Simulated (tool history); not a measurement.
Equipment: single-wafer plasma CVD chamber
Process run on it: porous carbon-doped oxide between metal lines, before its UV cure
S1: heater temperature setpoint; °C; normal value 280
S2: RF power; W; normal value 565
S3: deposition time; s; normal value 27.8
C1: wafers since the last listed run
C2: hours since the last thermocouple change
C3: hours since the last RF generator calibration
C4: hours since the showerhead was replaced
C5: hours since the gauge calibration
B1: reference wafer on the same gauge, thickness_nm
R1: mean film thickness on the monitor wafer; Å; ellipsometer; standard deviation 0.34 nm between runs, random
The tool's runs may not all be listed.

run 1 hour=0 | S1=280 S2=565 S3=27.8 | C1=0 C2=2130.2 C3=2492.7 C4=5163.1 C5=89.1 | B1=157.915 | R1=1835.02
run 2 hour=37.7 | S1=280 S2=565 S3=27.8 | C1=821 C2=2167.9 C3=2530.4 C4=5200.8 C5=126.8 | B1=157.964 | R1=1837.61
run 3 hour=70.4 | S1=280 S2=565 S3=27.8 | C1=712 C2=2200.6 C3=2563.1 C4=5233.5 C5=159.5 | B1=157.99 | R1=1833.45
run 4 hour=95.3 | S1=280 S2=565 S3=27.8 | C1=542 C2=2225.5 C3=2588 C4=5258.4 C5=184.4 | B1=158.124 | R1=1837.24
-- hour=192.8 RF generator calibrated
run 5 hour=193.3 | S1=280 S2=565 S3=27.8 | C1=1961 C2=2323.5 C3=0.5 C4=5356.4 C5=282.4 | B1=157.967 | R1=1840.89
-- hour=222.1 thermocouple changed; heater temperature recalibrated
run 6 hour=222.6 | S1=289 S2=565 S3=25.9 | C1=464 C2=0.5 C3=29.8 C4=5385.7 C5=311.7 | B1=157.999 | R1=1548.08
-- hour=233.2 gauge calibrated
run 7 hour=251 | S1=289 S2=565 S3=25.9 | C1=619 C2=28.9 C3=58.2 C4=5414.1 C5=17.8 | B1=158.039 | R1=1546.45
-- hour=329.3 showerhead replaced
run 8 hour=354 | S1=285 S2=565 S3=27.8 | C1=2070 C2=131.9 C3=161.2 C4=24.7 C5=120.8 | B1=158.044 | R1=1705.41
run 9 hour=382.3 | S1=284 S2=515 S3=25.7 | C1=616 C2=160.2 C3=189.5 C4=53 C5=149.1 | B1=158.052 | R1=1518.68
run 10 hour=411.7 | S1=280 S2=565 S3=27.8 | C1=640 C2=189.6 C3=218.9 C4=82.4 C5=178.5 | B1=158.039 | R1=1767.4
run 11 hour=446.6 | S1=294 S2=600 S3=27.8 | C1=760 C2=224.5 C3=253.8 C4=117.3 C5=213.4 | B1=157.891 | R1=1647.73
run 12 hour=469.8 | S1=280 S2=485 S3=27.8 | C1=505 C2=247.7 C3=277 C4=140.5 C5=236.6 | B1=158.02 | R1=1632.25
run 13 hour=483.3 | S1=280 S2=525 S3=27.8 | C1=294 C2=261.2 C3=290.5 C4=154 C5=250.1 | B1=158.03 | R1=1709.57
run 14 hour=496.9 | S1=280 S2=565 S3=27.8 | C1=296 C2=274.8 C3=304.1 C4=167.6 C5=263.7 | B1=158.098 | R1=1767.05
run 15 hour=527.6 | S1=265 S2=565 S3=27.8 | C1=669 C2=305.5 C3=334.8 C4=198.3 C5=294.4 | B1=158.037 | R1=1973.66

Predict each of these 4 candidate next runs independently; none follows another, all start after run 15:
run A hour=528 | S1=280 S2=565 S3=27.8 | C1=8 C2=305.9 C3=335.2 C4=198.7 C5=294.8 | B1=? | R1=?
run B hour=528 | S1=276 S2=450 S3=32 | C1=8 C2=305.9 C3=335.2 C4=198.7 C5=294.8 | B1=? | R1=?
run C hour=528 | S1=284 S2=600 S3=25.7 | C1=8 C2=305.9 C3=335.2 C4=198.7 C5=294.8 | B1=? | R1=?
run D hour=528 | S1=293 S2=605 S3=31.9 | C1=8 C2=305.9 C3=335.2 C4=198.7 C5=294.8 | B1=? | R1=?

run=A B1=158.06 R1=1767.41
run=B B1=158.06 R1=1862.27
run=C B1=158.06 R1=1640.83
run=D B1=158.06 R1=1909.47
With no hidden state in the tool, these same runs would have given:
run=A R1=1765.55
run=B R1=1860.28
run=C R1=1639.14
run=D R1=1907.62

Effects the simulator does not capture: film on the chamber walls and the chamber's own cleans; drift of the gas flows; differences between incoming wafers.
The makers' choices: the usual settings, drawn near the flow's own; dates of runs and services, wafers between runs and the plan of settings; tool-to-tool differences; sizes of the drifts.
